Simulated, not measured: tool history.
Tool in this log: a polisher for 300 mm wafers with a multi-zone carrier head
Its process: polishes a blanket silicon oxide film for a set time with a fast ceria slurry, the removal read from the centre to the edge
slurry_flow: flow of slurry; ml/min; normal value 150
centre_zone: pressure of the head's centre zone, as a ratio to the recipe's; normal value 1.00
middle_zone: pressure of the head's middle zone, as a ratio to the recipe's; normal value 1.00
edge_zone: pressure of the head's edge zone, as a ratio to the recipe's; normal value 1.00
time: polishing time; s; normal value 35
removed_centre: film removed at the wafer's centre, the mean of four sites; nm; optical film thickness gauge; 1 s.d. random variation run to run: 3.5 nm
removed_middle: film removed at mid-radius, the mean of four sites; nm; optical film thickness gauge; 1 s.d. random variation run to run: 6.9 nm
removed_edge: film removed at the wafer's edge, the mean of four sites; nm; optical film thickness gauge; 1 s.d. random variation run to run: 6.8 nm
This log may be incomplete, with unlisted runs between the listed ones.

run,day,slurry_flow,centre_zone,middle_zone,edge_zone,time,"incoming thickness of the incoming film, nm",removed_centre,removed_middle,removed_edge
1,0.000,150,1.00,1.00,1.00,35,1649.1,527.8,488.6,511.7
2,2.938,150,1.00,1.00,1.00,35,1640.6,527.3,498.6,510.4
# day 4.067: worn pad replaced by a new one
3,5.625,150,1.00,1.00,1.00,35,1617.5,545.4,497.3,513.9
4,7.283,150,1.00,1.00,1.00,35,1614.0,537.6,494.1,516.5
# day 9.021: slurry nozzle cleaned
5,9.308,150,1.00,1.00,1.00,35,1609.3,564.2,515.9,529.8
6,10.458,150,1.00,1.00,1.00,35,1636.5,563.3,509.5,511.3
# day 12.683: centre zone pressure recalibrated
7,12.704,150,1.00,1.00,1.00,35,1653.7,515.3,496.2,511.5
# day 14.300: worn pad replaced by a new one
8,15.304,150,1.00,1.00,1.00,35,1626.4,520.0,484.0,509.2
9,18.079,150,1.00,1.00,1.00,35,1637.1,525.3,506.2,522.7
# day 18.762: slurry nozzle cleaned
# day 19.479: edge zone pressure recalibrated
10,20.654,195,0.94,1.00,1.00,35,1641.7,508.1,527.4,538.1
11,21.742,100,1.10,1.00,1.00,30,1629.4,460.2,389.4,413.1
# day 22.775: worn pad replaced by a new one
12,22.804,130,0.93,1.00,1.04,39,1637.9,537.8,554.1,567.8
13,23.883,150,1.00,1.00,1.00,35,1657.1,528.8,491.7,518.6
# day 25.242: carrier head's membrane replaced by a new one
14,26.621,130,1.00,1.00,1.00,35,1616.1,529.2,492.6,503.5
# day 29.175: slurry nozzle cleaned
15,29.238,135,1.00,1.00,1.07,23,1614.8,357.7,318.4,348.1
# day 30.467: centre zone pressure recalibrated
16,31.508,195,1.00,1.00,1.00,30,1630.2,463.5,441.1,457.5
# day 32.938: worn pad replaced by a new one
17,34.400,110,1.00,1.00,1.00,35,1633.3,486.9,490.2,495.3
18,37.271,150,1.00,0.96,0.91,35,1614.8,523.6,488.8,494.0
# day 38.638: slurry nozzle cleaned
19,38.658,195,0.94,1.00,1.00,35,1666.1,517.3,519.8,530.7
20,40.533,150,1.00,1.00,1.00,35,1636.5,533.7,513.2,508.9
# day 41.167: worn pad replaced by a new one
21,42.892,150,0.97,1.00,1.00,35,1630.2,518.5,508.3,511.3

Alternative continuations, all from the tool just after run 21; predict every row:
A,42.908,150,1.04,1.00,1.00,35,1660.0,?,?,?
B,42.908,150,0.93,1.05,1.07,35,1660.0,?,?,?
C,42.908,150,1.00,0.93,1.11,30,1660.0,?,?,?
D,42.908,110,1.00,1.10,1.00,38,1660.0,?,?,?
E,42.908,150,0.90,1.00,1.00,35,1660.0,?,?,?

run,removed_centre,removed_middle,removed_edge
A,558.0,494.0,514.4
B,498.9,513.5,531.4
C,459.6,400.2,464.7
D,548.8,548.5,537.3
E,482.6,494.3,514.4
Had the tool no hidden state, the same runs would have come out as:
run,removed_centre,removed_middle,removed_edge
A,538.8,494.0,514.4
B,481.6,513.6,531.4
C,443.8,400.3,464.7
D,529.9,548.6,537.3
E,465.8,494.4,514.4
